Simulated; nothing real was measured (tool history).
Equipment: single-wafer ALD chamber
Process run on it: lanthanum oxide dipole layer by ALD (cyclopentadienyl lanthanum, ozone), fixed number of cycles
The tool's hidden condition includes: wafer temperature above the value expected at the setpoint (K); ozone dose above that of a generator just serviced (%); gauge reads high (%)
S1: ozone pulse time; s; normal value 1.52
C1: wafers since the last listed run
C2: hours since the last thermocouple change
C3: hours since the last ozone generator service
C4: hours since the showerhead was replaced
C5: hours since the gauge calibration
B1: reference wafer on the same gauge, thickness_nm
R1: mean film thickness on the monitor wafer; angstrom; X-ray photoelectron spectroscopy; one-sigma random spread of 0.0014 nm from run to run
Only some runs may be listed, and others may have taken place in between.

| run | day | S1 | C1 | C2 | C3 | C4 | C5 | B1 | R1 |
|---|---|---|---|---|---|---|---|---|---|
| 1 | 0.000 | 1.52 | 0 | 2343.1 | 1392.4 | 6822.5 | 1002.6 | 0.588 | 5.45 |
| 2 | 0.742 | 1.52 | 309 | 2360.9 | 1410.2 | 6840.3 | 1020.4 | 0.588 | 5.44 |
|  | 1.375 | thermocouple changed; heater temperature recalibrated |
| 3 | 1.746 | 1.52 | 280 | 8.9 | 1434.3 | 6864.4 | 1044.5 | 0.588 | 5.43 |
| 4 | 2.496 | 1.52 | 313 | 26.9 | 1452.3 | 6882.4 | 1062.5 | 0.588 | 5.44 |
| 5 | 3.071 | 1.52 | 240 | 40.7 | 1466.1 | 6896.2 | 1076.3 | 0.588 | 5.44 |
| 6 | 3.812 | 1.09 | 309 | 58.5 | 1483.9 | 6914.0 | 1094.1 | 0.588 | 4.69 |
| 7 | 4.358 | 1.09 | 228 | 71.6 | 1497.0 | 6927.1 | 1107.2 | 0.588 | 4.71 |
| 8 | 4.954 | 1.09 | 249 | 85.9 | 1511.3 | 6941.4 | 1121.5 | 0.588 | 4.68 |
| 9 | 6.275 | 1.52 | 552 | 117.6 | 1543.0 | 6973.1 | 1153.2 | 0.588 | 5.43 |
| 10 | 6.925 | 1.52 | 271 | 133.2 | 1558.6 | 6988.7 | 1168.8 | 0.588 | 5.40 |
| 11 | 8.088 | 1.24 | 485 | 161.1 | 1586.5 | 7016.6 | 1196.7 | 0.588 | 5.03 |
| 12 | 8.900 | 1.20 | 339 | 180.6 | 1606.0 | 7036.1 | 1216.2 | 0.589 | 4.93 |
|  | 10.517 | showerhead replaced |
| 13 | 10.538 | 1.52 | 545 | 219.9 | 1645.3 | 0.5 | 1255.5 | 0.588 | 5.41 |
| 14 | 11.521 | 1.98 | 410 | 243.5 | 1668.9 | 24.1 | 1279.1 | 0.588 | 5.77 |
| 15 | 12.817 | 1.80 | 541 | 274.6 | 1700.0 | 55.2 | 1310.2 | 0.588 | 5.67 |
|  | 13.325 | gauge calibrated |
| 16 | 13.808 | 1.19 | 414 | 298.4 | 1723.8 | 79.0 | 11.6 | 0.588 | 4.90 |
| 17 | 14.917 | 1.32 | 463 | 325.0 | 1750.4 | 105.6 | 38.2 | 0.588 | 5.16 |
|  | 16.200 | ozone generator serviced |
| 18 | 16.325 | 1.52 | 449 | 358.8 | 3.0 | 139.4 | 72.0 | 0.588 | 5.73 |
| 19 | 17.233 | 1.00 | 379 | 380.6 | 24.8 | 161.2 | 93.8 | 0.588 | 4.95 |
| 20 | 18.708 | 1.22 | 616 | 416.0 | 60.2 | 196.6 | 129.2 | 0.588 | 5.37 |
| 21 | 19.529 | 0.98 | 343 | 435.7 | 79.9 | 216.3 | 148.9 | 0.588 | 4.87 |
| 22 | 20.796 | 1.04 | 529 | 466.1 | 110.3 | 246.7 | 179.3 | 0.588 | 5.00 |
| 23 | 21.854 | 1.78 | 442 | 491.5 | 135.7 | 272.1 | 204.7 | 0.588 | 5.82 |
| 24 | 23.329 | 1.27 | 616 | 526.9 | 171.1 | 307.5 | 240.1 | 0.588 | 5.41 |
| 25 | 23.938 | 1.08 | 254 | 541.5 | 185.7 | 322.1 | 254.7 | 0.588 | 5.04 |
| 26 | 24.792 | 1.85 | 356 | 562.0 | 206.2 | 342.6 | 275.2 | 0.587 | 5.89 |
| 27 | 25.575 | 2.10 | 327 | 580.8 | 225.0 | 361.4 | 294.0 | 0.588 | 5.92 |
| 28 | 26.896 | 0.91 | 552 | 612.5 | 256.7 | 393.1 | 325.7 | 0.589 | 4.51 |
| 29 | 28.108 | 2.04 | 506 | 641.6 | 285.8 | 422.2 | 354.8 | 0.588 | 5.87 |
| 30 | 28.688 | 2.11 | 242 | 655.5 | 299.7 | 436.1 | 368.7 | 0.588 | 5.92 |
| 31 | 29.450 | 1.03 | 318 | 673.8 | 318.0 | 454.4 | 387.0 | 0.588 | 4.83 |
| 32 | 30.446 | 1.52 | 416 | 697.7 | 341.9 | 478.3 | 410.9 | 0.588 | 5.60 |
| 33 | 31.162 | 1.52 | 299 | 714.9 | 359.1 | 495.5 | 428.1 | 0.588 | 5.64 |
| 34 | 32.462 | 1.74 | 543 | 746.1 | 390.3 | 526.7 | 459.3 | 0.588 | 5.79 |

Describe how what the log doesn't record of the tool's condition differs between the last listed run preceding each entry between runs and the first listed run following it.
In the gap between runs 2 and 3: thermocouple changed; heater temperature recalibrated (day 1.375)
  ozone dose above that of a generator just serviced (%): -19.8 -> -19.9
  measured value less the no-hidden-state value, R1: -0.31 -> -0.32 angstrom
In the gap between runs 12 and 13: showerhead replaced (day 10.517)
  nothing in the hidden state changes from one run to the other
  measured value less the no-hidden-state value, R1: -0.48 -> -0.33 angstrom
In the gap between runs 15 and 16: gauge calibrated (day 13.325)
  nothing in the hidden state changes from one run to the other
  measured value less the no-hidden-state value, R1: -0.23 -> -0.49 angstrom
In the gap between runs 17 and 18: ozone generator serviced (day 16.200)
  ozone dose above that of a generator just serviced (%): -20.7 -> -1.51
  measured value less the no-hidden-state value, R1: -0.42 -> -0.02 angstrom
